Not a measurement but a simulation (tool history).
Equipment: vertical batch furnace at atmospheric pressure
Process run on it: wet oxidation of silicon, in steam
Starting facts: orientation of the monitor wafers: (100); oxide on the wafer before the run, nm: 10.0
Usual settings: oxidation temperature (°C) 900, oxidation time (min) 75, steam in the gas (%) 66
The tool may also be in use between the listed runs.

run,day,oxidation temperature (°C),oxidation time (min),steam in the gas (%),"read-back reference wafer on the same gauge, thickness",oxide thickness on the monitor wafer (Å)
1,0,882,75,66,127.96,1174.8
2,2.767,906,75,66,128.02,1638.9
3,4.246,900,75,66,128.02,1512.8
4,5.7,900,75,66,128.05,1508.7
5,8.3,900,75,66,128.01,1511.7
6,10.075,885,75,66,127.89,1225.7
7,11.95,889,75,66,128.06,1290.4
8,13.825,900,75,66,128.02,1494.1
9,15.112,900,75,66,128.14,1497.8
10,16.279,900,75,66,128,1501.3
11,17.279,900,75,66,127.99,1497.5
12,19.238,900,75,66,127.99,1498.2
13,21.983,900,75,66,128,1500.4
14,23.025,900,75,66,128.09,1505.4
15,25.45,900,75,66,128.02,1493.7
16,28.229,900,75,66,128.04,1495.3
17,29.425,888,75,66,128.08,1255.5
18,31.108,876,102.5,70,128.03,1449.6
19,32.504,900,88.5,66,128.14,1706.7
20,35.254,900,75,70,128.01,1554.9
21,37.221,900,75,66,128.12,1477
22,38.733,900,75,66,128.04,1483.2
23,40.129,888,75,78,127.88,1430
24,41.5,885,106,66,128.04,1608.4
25,44.892,900,75,66,128.02,1538.6
26,45.254,900,75,62,127.96,1457.1
27,47.675,900,75,73,128.03,1666.4
28,49.133,915,75,77,127.88,2089.9
29,50.683,900,75,66,128.04,1530.5
30,53.35,913,88,69,128.01,2128.1
31,56.158,900,75,66,128.06,1528.5
32,58.583,900,111,59,127.89,1930
33,60.767,900,75,66,127.98,1544.7
34,61.862,893,75,56,128.12,1214.6
35,64.783,890,88.5,69,127.91,1593.6
36,67.617,900,75,66,128.01,1530.6
37,74.379,900,39.5,78,127.94,1024.7

Removed from this log: 3 entries logged between the listed runs. Between which two listed runs does each belong, and how does the tool's hidden state at the listed run before it compare with that at the listed run after it?
Between runs 12 and 13: gauge calibrated (day 21.796)
  steam share off its setpoint, % of the setpoint: -2.94 -> -3.14
  what was measured, less what the result would be without the hidden state, oxide thickness on the monitor wafer (Å): -38.1 -> -40.9
Between runs 24 and 25: steam generator serviced (day 44.871)
  steam share off its setpoint, % of the setpoint: -4.77 -> -0.202
  what was measured, less what the result would be without the hidden state, oxide thickness on the monitor wafer (Å): -68.6 -> -2.6
Between runs 30 and 31: thermocouples replaced and temperature profile calibrated (day 54.688)
  steam share off its setpoint, % of the setpoint: -0.235 -> -0.261
  what was measured, less what the result would be without the hidden state, oxide thickness on the monitor wafer (Å): -4.1 -> -3.4
